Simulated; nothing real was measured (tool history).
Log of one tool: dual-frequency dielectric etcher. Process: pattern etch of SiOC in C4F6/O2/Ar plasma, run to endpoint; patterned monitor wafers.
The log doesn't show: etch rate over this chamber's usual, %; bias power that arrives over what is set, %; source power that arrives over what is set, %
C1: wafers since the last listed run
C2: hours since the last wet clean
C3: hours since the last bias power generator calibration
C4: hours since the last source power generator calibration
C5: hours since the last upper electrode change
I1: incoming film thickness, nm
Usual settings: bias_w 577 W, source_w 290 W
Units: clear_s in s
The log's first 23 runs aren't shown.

Run 24, hour 1252.1: usual settings but bias_w 493 W; C1 690; C2 179.0; C3 713.4; C4 586.5; C5 210.2; I1 46.13. Result: clear_s 18.3 s.
Run 25, hour 1305.7: usual settings but bias_w 670 W, source_w 310 W; C1 608; C2 232.6; C3 767.0; C4 640.1; C5 263.8; I1 46.78. Result: clear_s 15.9 s.
Run 26, hour 1365.8: usual settings; C1 682; C2 292.7; C3 827.1; C4 700.2; C5 323.9; I1 46.37. Result: clear_s 17.2 s.
Run 27, hour 1413.0: usual settings but bias_w 615 W; C1 536; C2 339.9; C3 874.3; C4 747.4; C5 371.1; I1 46.45. Result: clear_s 16.5 s.
Run 28, hour 1437.1: usual settings; C1 273; C2 364.0; C3 898.4; C4 771.5; C5 395.2; I1 46.22. Result: clear_s 17.2 s.
Run 29, hour 1488.5: usual settings but bias_w 455 W, source_w 350 W; C1 583; C2 415.4; C3 949.8; C4 822.9; C5 446.6; I1 45.84. Result: clear_s 18.1 s.
Run 30, hour 1549.6: usual settings but source_w 240 W; C1 693; C2 476.5; C3 1010.9; C4 884.0; C5 507.7; I1 46.16. Result: clear_s 17.9 s.
At hour 1602.8: wet clean of the chamber.
Run 31, hour 1603.3: usual settings but bias_w 683 W, source_w 350 W; C1 337; C2 0.5; C3 1064.6; C4 937.7; C5 561.4; I1 47.09. Result: clear_s 15.1 s.
Run 32, hour 1667.6: usual settings; C1 730; C2 64.8; C3 1128.9; C4 1002.0; C5 625.7; I1 46.15. Result: clear_s 16.8 s.
Run 33, hour 1725.7: usual settings but bias_w 698 W, source_w 320 W; C1 659; C2 122.9; C3 1187.0; C4 1060.1; C5 683.8; I1 46.59. Result: clear_s 15.3 s.
Run 34, hour 1789.7: usual settings; C1 726; C2 186.9; C3 1251.0; C4 1124.1; C5 747.8; I1 46.24. Result: clear_s 17.0 s.
Run 35, hour 1818.3: usual settings but source_w 340 W; C1 324; C2 215.5; C3 1279.6; C4 1152.7; C5 776.4; I1 46.66. Result: clear_s 16.6 s.
Run 36, hour 1882.2: usual settings; C1 725; C2 279.4; C3 1343.5; C4 1216.6; C5 840.3; I1 46.72. Result: clear_s 17.3 s.

3 ways to go on from here, each from the tool as it stands after run 36. What would each give?
Run A, hour 1882.6: usual settings but source_w 230 W; C1 4; C2 279.8; C3 1343.9; C4 1217.0; C5 840.7; I1 46.59. Result: clear_s ?.
Run B, hour 1882.6: usual settings but bias_w 616 W, source_w 330 W; C1 4; C2 279.8; C3 1343.9; C4 1217.0; C5 840.7; I1 46.59. Result: clear_s ?.
Run C, hour 1882.6: usual settings but bias_w 622 W, source_w 230 W; C1 4; C2 279.8; C3 1343.9; C4 1217.0; C5 840.7; I1 46.59. Result: clear_s ?.

run  clear_s
  A     17.9
  B     15.9
  C     17.3
Without the tool's hidden state the same runs would have given:
run  clear_s
  A     17.9
  B     15.9
  C     17.3
